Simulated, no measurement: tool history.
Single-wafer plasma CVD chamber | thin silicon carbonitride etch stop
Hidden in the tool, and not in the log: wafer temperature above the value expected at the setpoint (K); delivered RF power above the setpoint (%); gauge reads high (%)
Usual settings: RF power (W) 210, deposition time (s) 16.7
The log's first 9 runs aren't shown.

run    hour  RF power (W)  deposition time (s)  wafers since the last listed run  hours since the last thermocouple change  hours since the last RF generator calibration  hours since the showerhead was replaced  hours since the gauge calibration  read-back reference wafer on the same gauge, thickness_nm  mean film thickness on the monitor wafer (nm)
 10   568.9           210                 16.7                              1104                                    2091.8                                          204.7                                   3170.1                             2216.9                                                      9.975                                          9.409
 11   611.5           210                 16.7                               673                                    2134.4                                          247.3                                   3212.7                             2259.5                                                      9.984                                          9.438
 12   636.9           195                 14.5                               401                                    2159.8                                          272.7                                   3238.1                             2284.9                                                      9.979                                          8.076
 13   698.2           195                 14.5                               969                                    2221.1                                            334                                   3299.4                             2346.2                                                      9.995                                          8.082
 14   740.2           225                   14                               664                                    2263.1                                            376                                   3341.4                             2388.2                                                      9.983                                          8.088
 15   810.7           225                 14.7                              1115                                    2333.6                                          446.5                                   3411.9                             2458.7                                                      9.976                                          8.438
      846.6  -- gauge calibrated
      871.8  -- showerhead replaced
 16   872.3           225                 15.8                               847                                    2395.2                                          508.1                                      0.5                               25.7                                                      9.981                                          9.092
 17     933           235                   20                               960                                    2455.9                                          568.8                                     61.2                               86.4                                                      9.983                                         11.567
 18   985.1           235                 19.3                               824                                      2508                                          620.9                                    113.3                              138.5                                                      9.976                                         11.106
 19  1020.6           190                 15.6                               561                                    2543.5                                          656.4                                    148.8                                174                                                       9.97                                          8.685
 20    1129           210                   14                              1714                                    2651.9                                          764.8                                    257.2                              282.4                                                      9.974                                          7.922
     1167.6  -- thermocouple changed; heater temperature recalibrated
 21  1173.9           245                 18.5                               583                                       6.3                                          809.7                                    302.1                              327.3                                                      9.969                                         10.751
     1222.3  -- RF generator calibrated
 22  1227.7           170                 16.7                               724                                      60.1                                            5.4                                    355.9                              381.1                                                       9.98                                          9.114

Run 23 comes next. What will it give?
 23  1293.3           170                 13.8                              1037                                     125.7                                             71                                    421.5                              446.7                                                          ?                                              ?

read-back reference wafer on the same gauge, thickness_nm: 9.982
mean film thickness on the monitor wafer (nm): 7.555
Without the tool's hidden state the same run would have given mean film thickness on the monitor wafer (nm) 7.555.
